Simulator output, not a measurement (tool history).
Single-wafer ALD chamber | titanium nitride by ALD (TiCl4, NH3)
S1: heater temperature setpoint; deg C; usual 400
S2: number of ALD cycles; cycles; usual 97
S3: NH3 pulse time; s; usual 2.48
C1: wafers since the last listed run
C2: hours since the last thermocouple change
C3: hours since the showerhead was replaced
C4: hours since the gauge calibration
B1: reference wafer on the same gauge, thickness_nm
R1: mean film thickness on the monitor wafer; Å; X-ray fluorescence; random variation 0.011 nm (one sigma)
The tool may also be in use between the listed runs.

run   hour   S1   S2    S3   C1      C2      C3     C4     B1     R1
  1    0.0  407   97  2.48    0  2223.8  4588.2  357.6  2.429  21.56
  2   22.9  407   97  2.48   67  2246.7  4611.1  380.5  2.431  21.47
  3   35.7  407   97  2.48   37  2259.5  4623.9  393.3  2.436  21.79
  4   83.2  400   97  2.05  139  2307.0  4671.4  440.8  2.431  21.47
  5   96.7  400   97  2.05   39  2320.5  4684.9  454.3  2.433  21.33
  6  130.9  400   97  2.48  100  2354.7  4719.1  488.5  2.431  21.59
  7  152.9  400   97  2.48   64  2376.7  4741.1  510.5  2.432  21.50
  8  173.9  400   97  2.48   61  2397.7  4762.1  531.5  2.434  21.77
  9  273.5  400   97  2.48  293  2497.3  4861.7  631.1  2.422  21.57
     289.5  -- showerhead replaced
 10  299.0  400   97  2.48   51  2522.8     9.5  656.6  2.427  21.51
     320.8  -- gauge calibrated
 11  331.7  400   97  2.48   96  2555.5    42.2   10.9  2.434  21.41
 12  344.1  400   97  2.48   36  2567.9    54.6   23.3  2.431  21.59
 13  376.6  412   97  2.48   95  2600.4    87.1   55.8  2.427  21.53
 14  406.3  412   97  2.48   87  2630.1   116.8   85.5  2.436  21.67
 15  420.8  390  110  2.48   42  2644.6   131.3  100.0  2.426  24.28
 16  450.0  396  106  3.40   86  2673.8   160.5  129.2  2.428  23.61
 17  462.6  394   97  2.48   37  2686.4   173.1  141.8  2.425  21.45
 18  489.7  396  106  3.40   79  2713.5   200.2  168.9  2.421  23.52
     520.5  -- thermocouple changed; heater temperature recalibrated
 19  521.0  395   97  2.48   68     0.5   231.5  200.2  2.430  21.57
 20  553.9  412   97  2.48   96    33.4   264.4  233.1  2.425  21.61
 21  574.2  396   84  2.75   59    53.7   284.7  253.4  2.433  18.72
 22  630.1  400   97  2.48  164   109.6   340.6  309.3  2.433  21.56
 23  680.3  400   97  1.52  147   159.8   390.8  359.5  2.432  21.10
 24  713.1  405  103  2.48   96   192.6   423.6  392.3  2.434  22.73
 25  749.0  400   97  2.48  105   228.5   459.5  428.2  2.432  21.44
 26  782.5  412  108  3.14   98   262.0   493.0  461.7  2.426  24.31
 27  796.8  395   80  3.25   42   276.3   507.3  476.0  2.430  17.85
 28  819.4  389   97  2.48   66   298.9   529.9  498.6  2.436  21.21
 29  833.5  400   97  2.48   41   313.0   544.0  512.7  2.431  21.72

How the hidden state differs across the entries between the runs, from the last listed run before each to the first after it:
Between runs 9 and 10: showerhead replaced (hour 289.5)
  no hidden state differs between the two runs
Between runs 10 and 11: gauge calibrated (hour 320.8)
  no hidden state differs between the two runs
Between runs 18 and 19: thermocouple changed; heater temperature recalibrated (hour 520.5)
  no hidden state differs between the two runs

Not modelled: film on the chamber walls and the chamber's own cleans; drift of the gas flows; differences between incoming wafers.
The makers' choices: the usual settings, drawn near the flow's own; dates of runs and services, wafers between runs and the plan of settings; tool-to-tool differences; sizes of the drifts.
